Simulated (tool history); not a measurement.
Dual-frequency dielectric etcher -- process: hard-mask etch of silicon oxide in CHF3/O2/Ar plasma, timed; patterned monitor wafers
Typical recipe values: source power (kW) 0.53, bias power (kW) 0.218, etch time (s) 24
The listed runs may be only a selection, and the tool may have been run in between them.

| run | hour | source power (kW) | bias power (kW) | etch time (s) | wafers since the last listed run | hours since the last wet clean | hours since the last source power generator calibration | hours since the last bias power generator calibration | hours since the last upper electrode change | hours since the gauge calibration | read-back reference wafer on the same gauge, depth_nm | mean etch depth across the wafer (angstrom) |
|---|---|---|---|---|---|---|---|---|---|---|---|---|
| 1 | 0 | 0.53 | 0.218 | 24 | 0 | 14.1 | 4012.3 | 1143.7 | 4371.9 | 1274.2 | 55.9 | 496 |
|  | 30.8 | gauge calibrated |
| 2 | 48.8 | 0.53 | 0.218 | 24 | 766 | 62.9 | 4061.1 | 1192.5 | 4420.7 | 18 | 55.65 | 496.7 |
| 3 | 94 | 0.53 | 0.218 | 24 | 710 | 108.1 | 4106.3 | 1237.7 | 4465.9 | 63.2 | 55.7 | 497.8 |
| 4 | 120.7 | 0.43 | 0.193 | 24 | 419 | 134.8 | 4133 | 1264.4 | 4492.6 | 89.9 | 55.65 | 421.6 |
| 5 | 163.8 | 0.53 | 0.218 | 24 | 677 | 177.9 | 4176.1 | 1307.5 | 4535.7 | 133 | 55.62 | 497.4 |
| 6 | 234.8 | 0.53 | 0.218 | 24 | 1115 | 248.9 | 4247.1 | 1378.5 | 4606.7 | 204 | 55.77 | 499.2 |
| 7 | 272 | 0.53 | 0.241 | 24 | 584 | 286.1 | 4284.3 | 1415.7 | 4643.9 | 241.2 | 55.88 | 516.4 |
| 8 | 296.9 | 0.49 | 0.184 | 24 | 391 | 311 | 4309.2 | 1440.6 | 4668.8 | 266.1 | 55.72 | 456.9 |
|  | 360.3 | wet clean of the chamber, repeated, since the last time left the tool worse |
| 9 | 360.8 | 0.53 | 0.218 | 24 | 626 | 0.5 | 4373.1 | 1504.5 | 4732.7 | 330 | 55.55 | 520.7 |
| 10 | 409.3 | 0.53 | 0.195 | 24 | 761 | 49 | 4421.6 | 1553 | 4781.2 | 378.5 | 55.63 | 508.8 |
| 11 | 441.1 | 0.53 | 0.218 | 21.5 | 499 | 80.8 | 4453.4 | 1584.8 | 4813 | 410.3 | 55.7 | 470.7 |
| 12 | 498.2 | 0.53 | 0.218 | 28 | 897 | 137.9 | 4510.5 | 1641.9 | 4870.1 | 467.4 | 55.68 | 621.8 |
| 13 | 527 | 0.59 | 0.248 | 18 | 452 | 166.7 | 4539.3 | 1670.7 | 4898.9 | 496.2 | 55.58 | 430.3 |
|  | 540.2 | source power generator calibrated |
|  | 562.2 | upper electrode replaced |
| 14 | 562.7 | 0.43 | 0.218 | 18.5 | 151 | 202.4 | 22.5 | 1706.4 | 0.5 | 531.9 | 55.58 | 363.2 |
| 15 | 749.1 | 0.47 | 0.233 | 24 | 2928 | 388.8 | 208.9 | 1892.8 | 186.9 | 718.3 | 55.75 | 508.2 |
| 16 | 839 | 0.53 | 0.236 | 24 | 1412 | 478.7 | 298.8 | 1982.7 | 276.8 | 808.2 | 55.66 | 553.8 |
|  | 913 | wet clean of the chamber |
| 17 | 913.5 | 0.66 | 0.235 | 31 | 793 | 0.5 | 373.3 | 2057.2 | 351.3 | 882.7 | 55.87 | 782.3 |
| 18 | 921.5 | 0.53 | 0.218 | 24 | 125 | 8.5 | 381.3 | 2065.2 | 359.3 | 890.7 | 55.59 | 529.6 |
| 19 | 987.2 | 0.61 | 0.218 | 24 | 1032 | 74.2 | 447 | 2130.9 | 425 | 956.4 | 55.69 | 567.4 |
|  | 1023 | bias power generator calibrated |
| 20 | 1185.4 | 0.47 | 0.233 | 24 | 3051 | 272.4 | 645.2 | 162.4 | 623.2 | 1154.6 | 55.53 | 506.9 |
| 21 | 1226.8 | 0.64 | 0.199 | 24 | 650 | 313.8 | 686.6 | 203.8 | 664.6 | 1196 | 55.64 | 577.3 |
| 22 | 1282.5 | 0.58 | 0.269 | 24 | 875 | 369.5 | 742.3 | 259.5 | 720.3 | 1251.7 | 55.77 | 596.2 |
| 23 | 1338.4 | 0.6 | 0.218 | 24 | 878 | 425.4 | 798.2 | 315.4 | 776.2 | 1307.6 | 55.69 | 571.4 |
| 24 | 1378.5 | 0.53 | 0.218 | 24 | 630 | 465.5 | 838.3 | 355.5 | 816.3 | 1347.7 | 55.73 | 537.4 |
|  | 1421.6 | wet clean of the chamber |
| 25 | 1422.1 | 0.44 | 0.271 | 24 | 307 | 0.5 | 881.9 | 399.1 | 859.9 | 1391.3 | 55.64 | 494.9 |
| 26 | 1482.6 | 0.53 | 0.177 | 26.5 | 950 | 61 | 942.4 | 459.6 | 920.4 | 1451.8 | 55.54 | 546.7 |
| 27 | 1547.6 | 0.53 | 0.265 | 19.5 | 1021 | 126 | 1007.4 | 524.6 | 985.4 | 1516.8 | 55.59 | 452 |
| 28 | 1586.7 | 0.53 | 0.218 | 24 | 614 | 165.1 | 1046.5 | 563.7 | 1024.5 | 1555.9 | 55.86 | 525.4 |

Table of differences, measured result less the result of that run with no hidden state. Run-to-run variation is the same in both. Gauge scatter possibly is not:
Hidden state present: etch rate over this chamber's usual, %; source power that arrives over what is set, %; bias power that arrives over what is set, %; gauge reads high (%).
| run | mean etch depth across the wafer (angstrom) |
|---|---|
| 1 | -27.9 |
| 2 | -26.5 |
| 3 | -25.2 |
| 4 | -20.7 |
| 5 | -23.1 |
| 6 | -21 |
| 7 | -20.7 |
| 8 | -17.6 |
| 9 | +2.3 |
| 10 | +3.5 |
| 11 | +4.1 |
| 12 | +7.3 |
| 13 | +5.7 |
| 14 | +5.5 |
| 15 | +12.6 |
| 16 | +16.3 |
| 17 | +2.8 |
| 18 | +2.2 |
| 19 | +4.2 |
| 20 | +9.2 |
| 21 | +11.6 |
| 22 | +13.8 |
| 23 | +14.8 |
| 24 | +15.1 |
| 25 | -0.4 |
| 26 | +1.5 |
| 27 | +2.8 |
| 28 | +4.4 |
